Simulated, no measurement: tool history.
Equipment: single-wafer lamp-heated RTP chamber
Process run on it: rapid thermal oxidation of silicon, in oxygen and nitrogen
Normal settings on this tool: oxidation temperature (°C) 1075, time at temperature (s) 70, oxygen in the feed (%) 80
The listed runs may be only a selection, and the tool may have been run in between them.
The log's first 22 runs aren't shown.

run	hour	oxidation temperature (°C)	time at temperature (s)	oxygen in the feed (%)	wafers since the last listed run	wafers since the last pyrometer calibration	hours since the oxygen flow controller was replaced	hours since the gauge calibration	read-back reference wafer on the same gauge, thickness	oxide thickness on the monitor wafer (Å)
23	585.3	1063	70	98	213	1720	4668.7	687.3	11.807	105.65
24	598.7	1048	56	51	81	1802	4682.1	700.7	11.790	68.39
# hour 615.7: oxygen flow controller replaced
25	630.6	1075	70	80	145	1948	14.9	732.6	11.816	106.09
# hour 661.5: gauge calibrated
26	665.6	1075	101	92	213	2162	49.9	4.1	11.801	133.16
27	694.3	1085	83	98	175	2337	78.6	32.8	11.826	131.92
28	712.7	1066	48	80	112	2449	97.0	51.2	11.797	84.53
29	728.2	1075	57	62	94	2544	112.5	66.7	11.794	89.63
30	742.3	1075	70	80	86	2630	126.6	80.8	11.777	107.58
31	763.5	1100	70	67	129	2760	147.8	102.0	11.783	116.82
32	792.2	1099	100	93	175	2935	176.5	130.7	11.802	155.58
# hour 821.1: pyrometer window cleaned and pyrometer calibrated
33	821.6	1075	49	98	130	3	205.9	160.1	11.820	93.48
34	848.7	1075	70	63	165	168	233.0	187.2	11.791	94.23
35	877.4	1075	70	97	175	344	261.7	215.9	11.794	110.58
36	920.8	1099	60	62	265	609	305.1	259.3	11.812	102.27
37	945.9	1102	70	80	153	762	330.2	284.4	11.808	122.60
38	967.2	1075	38	51	130	892	351.5	305.7	11.804	67.99

What if the next run were any one of these 4? Each begins from the tool's condition after run 38:
A	967.6	1075	103	80	2	894	351.9	306.1	?	?
B	967.6	1075	70	72	2	894	351.9	306.1	?	?
C	967.6	1090	38	98	2	894	351.9	306.1	?	?
D	967.6	1087	52	95	2	894	351.9	306.1	?	?

run	read-back reference wafer on the same gauge, thickness	oxide thickness on the monitor wafer (Å)
A	11.787	123.46
B	11.787	99.69
C	11.787	93.60
D	11.787	104.23
With no hidden state in the tool, these same runs would have given:
run	oxide thickness on the monitor wafer (Å)
A	121.99
B	98.51
C	92.52
D	103.03
